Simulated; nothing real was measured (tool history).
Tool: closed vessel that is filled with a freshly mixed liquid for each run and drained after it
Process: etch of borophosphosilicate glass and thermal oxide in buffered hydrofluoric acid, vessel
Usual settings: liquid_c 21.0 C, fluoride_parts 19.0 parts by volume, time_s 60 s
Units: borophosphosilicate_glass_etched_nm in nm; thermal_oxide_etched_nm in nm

run,hour,liquid_c,fluoride_parts,time_s,"read-back film thickness of the borophosphosilicate glass reference wafer, read on the same gauge (nm)","read-back film thickness of the thermal oxide reference wafer, read on the same gauge (nm)",borophosphosilicate_glass_etched_nm,thermal_oxide_etched_nm
1,0.0,21.0,19.0,60,100.05,70.02,51.05,36.75
2,14.2,17.0,23.0,90,100.07,69.98,51.37,37.16
# hour 28.7: gauge calibrated
3,46.2,21.0,19.0,60,100.03,69.99,52.28,37.27
4,80.1,17.5,19.0,60,99.97,70.02,42.77,30.74
5,100.8,23.5,22.5,85,100.02,69.98,70.26,51.37
6,125.4,21.0,23.0,70,100.02,69.99,50.69,36.75
7,141.3,17.0,19.0,40,99.99,70.02,27.43,19.94
8,164.1,21.0,25.5,70,99.98,70.01,46.95,33.87
9,197.6,26.0,19.0,35,99.96,70.01,39.85,28.73
# hour 201.3: hydrofluoric acid flow meter replaced
10,217.3,18.0,23.0,80,100.00,69.99,45.32,33.49
11,245.8,21.0,19.0,60,100.01,70.02,47.78,34.11
12,266.1,17.5,12.5,60,99.99,69.99,59.61,42.50
13,298.4,23.0,16.5,80,100.00,70.00,81.77,59.24
14,333.5,21.0,19.0,60,100.01,69.98,47.97,34.57
15,360.0,26.0,19.0,85,99.96,69.98,87.98,65.08
16,373.4,17.0,15.5,85,100.00,70.02,65.60,47.54
17,402.1,17.0,21.5,85,100.02,70.00,47.87,35.21
18,484.8,21.0,23.5,60,99.96,69.98,40.01,29.31
19,517.7,21.0,19.0,60,100.03,70.02,48.20,34.48
20,539.3,19.0,13.5,35,100.00,69.99,35.41,25.58
21,566.4,17.5,19.0,40,100.04,70.05,26.38,18.99
22,585.2,23.0,19.0,60,99.97,70.00,53.56,39.43
23,620.2,21.0,19.0,60,100.04,70.01,48.15,34.99
24,635.3,21.0,19.0,60,100.02,69.99,48.07,34.84

Measured less the same run without the tool's hidden state. The same run-to-run variation is in both; the gauge's scatter may not be:
The hidden state here: liquid colder than its thermometer reads (K); hydrofluoric acid flow above the setpoint (%); gauge reads high (%).
run,borophosphosilicate_glass_etched_nm,thermal_oxide_etched_nm
1,+5.21,+3.73
2,+3.76,+2.70
3,+5.45,+3.88
4,+4.55,+3.26
5,+5.34,+3.89
6,+3.91,+2.83
7,+3.01,+2.17
8,+3.70,+2.65
9,+4.46,+3.21
10,+0.79,+0.58
11,+1.27,+0.90
12,+1.65,+1.17
13,+2.43,+1.75
14,+1.53,+1.10
15,+2.94,+2.17
16,+2.25,+1.62
17,+1.22,+0.89
18,+1.15,+0.84
19,+2.07,+1.48
20,+1.57,+1.12
21,+1.22,+0.87
22,+2.52,+1.85
23,+2.37,+1.71
24,+2.40,+1.74
